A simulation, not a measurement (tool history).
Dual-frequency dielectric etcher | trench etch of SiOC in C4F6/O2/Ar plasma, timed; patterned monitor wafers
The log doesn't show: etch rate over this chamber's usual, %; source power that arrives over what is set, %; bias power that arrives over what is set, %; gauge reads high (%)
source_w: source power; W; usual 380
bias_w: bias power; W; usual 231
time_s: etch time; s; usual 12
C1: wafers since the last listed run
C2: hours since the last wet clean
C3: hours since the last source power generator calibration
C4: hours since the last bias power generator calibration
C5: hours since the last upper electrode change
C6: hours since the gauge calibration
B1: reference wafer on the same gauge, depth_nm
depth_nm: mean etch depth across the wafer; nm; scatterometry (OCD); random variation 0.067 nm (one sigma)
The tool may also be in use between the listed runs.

Run 1, hour 0: usual settings but bias_w 254 W; C1 0; C2 364.8; C3 2738.4; C4 1010.3; C5 2928; C6 984.4; B1 24.01. Result: depth_nm 30.87 nm.
Run 2, hour 62.3: usual settings but source_w 410 W; C1 1417; C2 427.1; C3 2800.7; C4 1072.6; C5 2990.3; C6 1046.7; B1 24. Result: depth_nm 30.36 nm.
Run 3, hour 141.5: usual settings but source_w 410 W; C1 1802; C2 506.3; C3 2879.9; C4 1151.8; C5 3069.5; C6 1125.9; B1 24.03. Result: depth_nm 30.47 nm.
At hour 208: wet clean of the chamber.
Run 4, hour 288.7: usual settings but source_w 410 W; C1 2803; C2 80.7; C3 3027.1; C4 1299; C5 3216.7; C6 1273.1; B1 24.01. Result: depth_nm 30.01 nm.
Run 5, hour 356.4: usual settings but source_w 450 W; C1 1540; C2 148.4; C3 3094.8; C4 1366.7; C5 3284.4; C6 1340.8; B1 24.01. Result: depth_nm 31.12 nm.
Run 6, hour 414: usual settings but source_w 450 W; C1 1310; C2 206; C3 3152.4; C4 1424.3; C5 3342; C6 1398.4; B1 24.01. Result: depth_nm 31.38 nm.
Run 7, hour 473: usual settings but source_w 450 W; C1 1342; C2 265; C3 3211.4; C4 1483.3; C5 3401; C6 1457.4; B1 24. Result: depth_nm 31.4 nm.
At hour 522.5: bias power generator calibrated.
Run 8, hour 577.6: usual settings; C1 2289; C2 369.6; C3 3316; C4 55.1; C5 3505.6; C6 1562; B1 24.01. Result: depth_nm 29.24 nm.
Run 9, hour 621.7: usual settings; C1 1003; C2 413.7; C3 3360.1; C4 99.2; C5 3549.7; C6 1606.1; B1 24. Result: depth_nm 29.31 nm.
At hour 663: gauge calibrated.
Run 10, hour 726.9: usual settings but source_w 440 W, bias_w 186 W; C1 2393; C2 518.9; C3 3465.3; C4 204.4; C5 3654.9; C6 63.9; B1 24.01. Result: depth_nm 27.8 nm.
At hour 784.9: wet clean of the chamber.
At hour 808.1: upper electrode replaced.
Run 11, hour 808.6: usual settings but source_w 440 W, bias_w 186 W; C1 785; C2 23.7; C3 3547; C4 286.1; C5 0.5; C6 145.6; B1 24. Result: depth_nm 27.44 nm.
Run 12, hour 831.9: usual settings; C1 530; C2 47; C3 3570.3; C4 309.4; C5 23.8; C6 168.9; B1 24. Result: depth_nm 29 nm.
Run 13, hour 873.7: usual settings; C1 951; C2 88.8; C3 3612.1; C4 351.2; C5 65.6; C6 210.7; B1 24. Result: depth_nm 29.08 nm.
Run 14, hour 911.9: usual settings but bias_w 277 W, time_s 9.5 s; C1 869; C2 127; C3 3650.3; C4 389.4; C5 103.8; C6 248.9; B1 24. Result: depth_nm 25.23 nm.
Run 15, hour 1038.6: usual settings but source_w 340 W, time_s 15.5 s; C1 2883; C2 253.7; C3 3777; C4 516.1; C5 230.5; C6 375.6; B1 23.99. Result: depth_nm 35.9 nm.
Run 16, hour 1076.7: usual settings but bias_w 210 W; C1 866; C2 291.8; C3 3815.1; C4 554.2; C5 268.6; C6 413.7; B1 23.98. Result: depth_nm 27.78 nm.
Run 17, hour 1115.7: usual settings; C1 887; C2 330.8; C3 3854.1; C4 593.2; C5 307.6; C6 452.7; B1 24.01. Result: depth_nm 29.18 nm.
At hour 1159.7: source power generator calibrated.
Run 18, hour 1164.8: usual settings but bias_w 268 W; C1 1026; C2 379.9; C3 5.1; C4 642.3; C5 356.7; C6 501.8; B1 24. Result: depth_nm 31.65 nm.
Run 19, hour 1248.4: usual settings but source_w 420 W, time_s 13.5 s; C1 1902; C2 463.5; C3 88.7; C4 725.9; C5 440.3; C6 585.4; B1 23.99. Result: depth_nm 34.5 nm.
Run 20, hour 1318.2: usual settings; C1 1588; C2 533.3; C3 158.5; C4 795.7; C5 510.1; C6 655.2; B1 23.99. Result: depth_nm 29.25 nm.
Run 21, hour 1370.8: usual settings but source_w 330 W; C1 1196; C2 585.9; C3 211.1; C4 848.3; C5 562.7; C6 707.8; B1 23.97. Result: depth_nm 27.65 nm.
Run 22, hour 1421.6: usual settings but source_w 480 W, bias_w 253 W, time_s 14 s; C1 1155; C2 636.7; C3 261.9; C4 899.1; C5 613.5; C6 758.6; B1 24. Result: depth_nm 39.72 nm.
At hour 1455.8: wet clean of the chamber.
Run 23, hour 1498.9: usual settings but source_w 340 W, bias_w 281 W, time_s 10 s; C1 1212; C2 43.1; C3 339.2; C4 976.4; C5 690.8; C6 835.9; B1 23.98. Result: depth_nm 25.56 nm.

Forecast each of these 3 alternatives for the next run:
Run A, hour 1499.3: usual settings; C1 9; C2 43.5; C3 339.6; C4 976.8; C5 691.2; C6 836.3; B1 ?. Result: depth_nm ?.
Run B, hour 1499.3: usual settings but source_w 290 W, time_s 13.5 s; C1 9; C2 43.5; C3 339.6; C4 976.8; C5 691.2; C6 836.3; B1 ?. Result: depth_nm ?.
Run C, hour 1499.3: usual settings but source_w 410 W, bias_w 276 W, time_s 14 s; C1 9; C2 43.5; C3 339.6; C4 976.8; C5 691.2; C6 836.3; B1 ?. Result: depth_nm ?.

run  B1  depth_nm
  A  24     29.11
  B  24     29.13
  C  24     38.48
Without the tool's hidden state the same runs would have given:
run  depth_nm
  A     28.97
  B     28.99
  C     38.29

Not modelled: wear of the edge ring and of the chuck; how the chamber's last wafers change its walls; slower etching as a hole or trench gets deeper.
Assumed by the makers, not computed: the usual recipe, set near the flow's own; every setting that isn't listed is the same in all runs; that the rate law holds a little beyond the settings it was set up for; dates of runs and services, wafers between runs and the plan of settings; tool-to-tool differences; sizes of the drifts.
